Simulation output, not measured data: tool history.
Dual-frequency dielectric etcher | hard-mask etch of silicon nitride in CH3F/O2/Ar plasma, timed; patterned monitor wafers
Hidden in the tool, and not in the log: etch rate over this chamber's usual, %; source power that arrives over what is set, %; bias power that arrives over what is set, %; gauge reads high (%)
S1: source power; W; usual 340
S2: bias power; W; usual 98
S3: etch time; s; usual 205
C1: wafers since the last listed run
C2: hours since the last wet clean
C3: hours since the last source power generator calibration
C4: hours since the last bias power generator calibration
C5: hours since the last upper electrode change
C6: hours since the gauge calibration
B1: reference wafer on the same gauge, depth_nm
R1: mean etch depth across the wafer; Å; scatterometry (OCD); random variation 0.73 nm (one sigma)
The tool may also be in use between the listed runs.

run    hour   S1   S2     S3   C1     C2      C3      C4      C5      C6     B1    R1
  1       0  340   98    205    0    0.5  4393.1  2109.8  3706.3  1248.8  105.9  1187
  2    40.6  340   98  174.5  362   41.1  4433.7  2150.4  3746.9  1289.4  106.2  1008
  3    72.4  340   98  174.5  284   72.9  4465.5  2182.2  3778.7  1321.2    106  1005
  4   111.4  340   98  174.5  348  111.9  4504.5  2221.2  3817.7  1360.2  105.9  1004
  5     181  340   98    205  621  181.5  4574.1  2290.8  3887.3  1429.8    106  1184
  6   219.2  340   98    205  341  219.7  4612.3    2329  3925.5    1468  106.1  1174
  7   274.3  340   98    205  492  274.8  4667.4  2384.1  3980.6  1523.1    106  1180
  8   306.7  340   98    205  289  307.2  4699.8  2416.5    4013  1555.5  105.8  1157
  9   350.1  340   98    205  387  350.6  4743.2  2459.9  4056.4  1598.9    106  1172
      382.9  -- wet clean of the chamber, repeated, since the last time left the tool worse
 10   383.4  340   98    205   83    0.5  4776.5  2493.2  4089.7  1632.2    106  1237
      408.8  -- bias power generator calibrated
 11   416.8  270  120  145.5  262   33.9  4809.9       8  4123.1  1665.6  106.1   819
      420.9  -- gauge calibrated
      462.4  -- source power generator calibrated
 12   470.3  390   85    239  442   87.4     7.9    61.5  4176.6    49.4  106.3  1511
 13   504.2  280   98  235.5  302  121.3    41.8    95.4  4210.5    83.3    106  1275
 14     575  340   98    205  632  192.1   112.6   166.2  4281.3   154.1  106.1  1234
 15   620.8  340   98    205  409  237.9   158.4     212  4327.1   199.9  106.2  1227
 16     674  370   85    258  475  291.1   211.6   265.2  4380.3   253.1  106.1  1563
 17   719.2  340   98    205  403  336.3   256.8   310.4  4425.5   298.3  106.2  1223
 18     748  340   98    205  257  365.1   285.6   339.2  4454.3   327.1  106.2  1227
 19   789.1  340   98    153  367  406.2   326.7   380.3  4495.4   368.2  105.9   907
      826.4  -- wet clean of the chamber
 20     835  340   98    205  195    8.6   372.6   426.2  4541.3   414.1  105.9  1250
 21   893.4  390   98  182.5  521     67     431   484.6  4599.7   472.5  106.1  1188
 22     936  410   98    205  380  109.6   473.6   527.2  4642.3   515.1  106.2  1365
      969.9  -- upper electrode replaced
 23    1007  340   98    205  419  180.6   544.6   598.2    37.1   586.1    106  1233
 24  1078.7  390  113  233.5  640  252.3   616.3   669.9   108.8   657.8    106  1558
 25  1144.3  340   98    205  586  317.9   681.9   735.5   174.4   723.4  105.7  1222
     1185.2  -- wet clean of the chamber
 26  1199.6  340   98    235  279   14.4   737.2   790.8   229.7   778.7  105.8  1428
 27  1298.7  340   98    251  885  113.5   836.3   889.9   328.8   877.8    106  1514
 28    1331  340   81    186  288  145.8   868.6   922.2   361.1   910.1  105.9  1087

Forecast each of these 5 alternatives for the next run:
  A  1331.5  340  74  205   4  146.3  869.1  922.7  361.6  910.6   ?   ?
  B  1331.5  380  87  205   4  146.3  869.1  922.7  361.6  910.6   ?   ?
  C  1331.5  340  82  205   4  146.3  869.1  922.7  361.6  910.6   ?   ?
  D  1331.5  300  83  154   4  146.3  869.1  922.7  361.6  910.6   ?   ?
  E  1331.5  380  77  205   4  146.3  869.1  922.7  361.6  910.6   ?   ?

run     B1    R1
  A  105.7  1170
  B  105.7  1279
  C  105.7  1194
  D  105.7   842
  E  105.7  1248
Without the tool's hidden state the same runs would have given:
run    R1
  A  1183
  B  1294
  C  1208
  D   851
  E  1262
